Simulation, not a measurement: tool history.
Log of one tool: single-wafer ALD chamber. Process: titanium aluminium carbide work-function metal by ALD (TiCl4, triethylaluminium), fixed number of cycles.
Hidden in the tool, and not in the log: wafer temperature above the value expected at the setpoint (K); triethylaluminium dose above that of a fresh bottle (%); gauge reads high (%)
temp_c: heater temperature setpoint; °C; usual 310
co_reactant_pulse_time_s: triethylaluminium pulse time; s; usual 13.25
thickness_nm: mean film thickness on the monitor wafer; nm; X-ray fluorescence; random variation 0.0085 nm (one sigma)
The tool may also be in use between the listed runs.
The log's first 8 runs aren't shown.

run,hour,temp_c,co_reactant_pulse_time_s,wafers since the last listed run,hours since the last thermocouple change,hours since the last triethylaluminium bottle change,hours since the showerhead was replaced,hours since the gauge calibration,"read-back reference wafer on the same gauge, thickness_nm",thickness_nm
9,659.5,310,15.8,454,214,908.8,3187.2,3563.2,2.862,2.396
10,699.8,310,13.25,291,254.3,949.1,3227.5,3603.5,2.861,2.37
# hour 805.3: showerhead replaced
11,807.4,310,13.25,721,361.9,1056.7,2.1,3711.1,2.86,2.362
12,848.2,310,14.77,295,402.7,1097.5,42.9,3751.9,2.86,2.385
13,944.2,324,16.87,695,498.7,1193.5,138.9,3847.9,2.86,2.548
# hour 1058.4: triethylaluminium bottle replaced
14,1219.8,324,16.87,1937,774.3,161.4,414.5,4123.5,2.857,2.587
15,1285.8,323,13.25,477,840.3,227.4,480.5,4189.5,2.855,2.545
16,1365.2,310,13.25,574,919.7,306.8,559.9,4268.9,2.86,2.42
17,1409.6,310,13.25,321,964.1,351.2,604.3,4313.3,2.863,2.399
# hour 1475.5: gauge calibrated
18,1485.5,321,9.73,549,1040,427.1,680.2,10,2.86,2.458
19,1587.4,310,11.62,737,1141.9,529,782.1,111.9,2.86,2.375
20,1668.8,324,17.57,589,1223.3,610.4,863.5,193.3,2.856,2.569
21,1744.4,318,8.55,547,1298.9,686,939.1,268.9,2.858,2.404
# hour 1833.6: thermocouple changed; heater temperature recalibrated
22,1839.4,304,10.24,629,5.8,781,1034.1,363.9,2.859,2.275
23,2069,310,13.25,1662,235.4,1010.6,1263.7,593.5,2.862,2.359
24,2170.7,301,18.32,736,337.1,1112.3,1365.4,695.2,2.856,2.317

Forecast run 25:
# hour 2265.1: triethylaluminium bottle replaced
25,2266.9,316,15.37,638,433.3,1.8,1461.6,791.4,?,?

read-back reference wafer on the same gauge, thickness_nm: 2.858
thickness_nm: 2.484 nm
Without the tool's hidden state the same run would have given thickness_nm 2.486 nm.
